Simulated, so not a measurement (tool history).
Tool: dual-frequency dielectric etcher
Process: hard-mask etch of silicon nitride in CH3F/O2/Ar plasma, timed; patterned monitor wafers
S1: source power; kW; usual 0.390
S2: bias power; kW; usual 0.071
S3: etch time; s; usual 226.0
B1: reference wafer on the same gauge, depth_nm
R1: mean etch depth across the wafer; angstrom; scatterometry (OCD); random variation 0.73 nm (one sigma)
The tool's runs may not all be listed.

run 1 hour=0.0 | S1=0.390 S2=0.071 S3=226.0 | B1=180.9 | R1=1563
run 2 hour=43.0 | S1=0.390 S2=0.062 S3=226.0 | B1=180.8 | R1=1520
-- hour=77.4 wet clean of the chamber
run 3 hour=110.0 | S1=0.390 S2=0.062 S3=226.0 | B1=180.9 | R1=1550
run 4 hour=208.3 | S1=0.390 S2=0.062 S3=226.0 | B1=181.0 | R1=1554
run 5 hour=247.3 | S1=0.390 S2=0.071 S3=226.0 | B1=181.0 | R1=1606
run 6 hour=313.4 | S1=0.390 S2=0.071 S3=226.0 | B1=180.7 | R1=1610
-- hour=347.6 gauge calibrated
run 7 hour=418.1 | S1=0.390 S2=0.071 S3=226.0 | B1=180.8 | R1=1605
-- hour=466.9 source power generator calibrated
run 8 hour=518.8 | S1=0.390 S2=0.071 S3=226.0 | B1=181.0 | R1=1624
run 9 hour=604.5 | S1=0.480 S2=0.071 S3=172.5 | B1=180.6 | R1=1316
run 10 hour=649.5 | S1=0.340 S2=0.071 S3=226.0 | B1=181.0 | R1=1594
run 11 hour=736.7 | S1=0.330 S2=0.071 S3=264.5 | B1=180.7 | R1=1849
-- hour=774.8 bias power generator calibrated
-- hour=820.2 wet clean of the chamber, repeated, since the last time left the tool worse
run 12 hour=820.7 | S1=0.390 S2=0.071 S3=226.0 | B1=181.1 | R1=1539
run 13 hour=881.9 | S1=0.330 S2=0.071 S3=264.5 | B1=181.1 | R1=1727
run 14 hour=964.1 | S1=0.390 S2=0.071 S3=192.0 | B1=181.2 | R1=1315
-- hour=1015.6 upper electrode replaced
run 15 hour=1033.2 | S1=0.390 S2=0.071 S3=226.0 | B1=181.1 | R1=1553
run 16 hour=1072.4 | S1=0.480 S2=0.057 S3=207.5 | B1=180.9 | R1=1425
run 17 hour=1141.8 | S1=0.390 S2=0.071 S3=226.0 | B1=181.1 | R1=1555
run 18 hour=1268.3 | S1=0.300 S2=0.080 S3=261.5 | B1=181.0 | R1=1752
run 19 hour=1360.2 | S1=0.390 S2=0.056 S3=194.5 | B1=180.9 | R1=1290
-- hour=1425.2 wet clean of the chamber
run 20 hour=1436.3 | S1=0.390 S2=0.071 S3=226.0 | B1=180.9 | R1=1539
run 21 hour=1528.4 | S1=0.390 S2=0.071 S3=226.0 | B1=181.0 | R1=1541
run 22 hour=1626.2 | S1=0.390 S2=0.071 S3=203.0 | B1=181.2 | R1=1390
run 23 hour=1707.0 | S1=0.450 S2=0.077 S3=267.5 | B1=181.1 | R1=1927
run 24 hour=1760.8 | S1=0.420 S2=0.059 S3=226.0 | B1=181.0 | R1=1514
run 25 hour=1802.6 | S1=0.470 S2=0.083 S3=261.5 | B1=181.2 | R1=1955
run 26 hour=1910.5 | S1=0.390 S2=0.071 S3=275.5 | B1=181.2 | R1=1919
run 27 hour=1956.3 | S1=0.390 S2=0.071 S3=226.0 | B1=180.8 | R1=1548
run 28 hour=2056.3 | S1=0.360 S2=0.071 S3=226.0 | B1=180.9 | R1=1536

The tool's hidden state at each run:
source power that arrives over what is set, %: 0 in every run
bias power that arrives over what is set, %: 0 in every run
gauge reads high (%): 0 in every run
H1: etch rate over this chamber's usual, %
run=1 H1=2.14
run=2 H1=2.3
run=3 H1=4.23
run=4 H1=4.61
run=5 H1=4.76
run=6 H1=5.01
run=7 H1=5.41
run=8 H1=5.79
run=9 H1=6.12
run=10 H1=6.29
run=11 H1=6.62
run=12 H1=0.0372
run=13 H1=0.27
run=14 H1=0.584
run=15 H1=0.847
run=16 H1=0.996
run=17 H1=1.26
run=18 H1=1.74
run=19 H1=2.09
run=20 H1=0.0043
run=21 H1=0.355
run=22 H1=0.728
run=23 H1=1.04
run=24 H1=1.24
run=25 H1=1.4
run=26 H1=1.81
run=27 H1=1.99
run=28 H1=2.37

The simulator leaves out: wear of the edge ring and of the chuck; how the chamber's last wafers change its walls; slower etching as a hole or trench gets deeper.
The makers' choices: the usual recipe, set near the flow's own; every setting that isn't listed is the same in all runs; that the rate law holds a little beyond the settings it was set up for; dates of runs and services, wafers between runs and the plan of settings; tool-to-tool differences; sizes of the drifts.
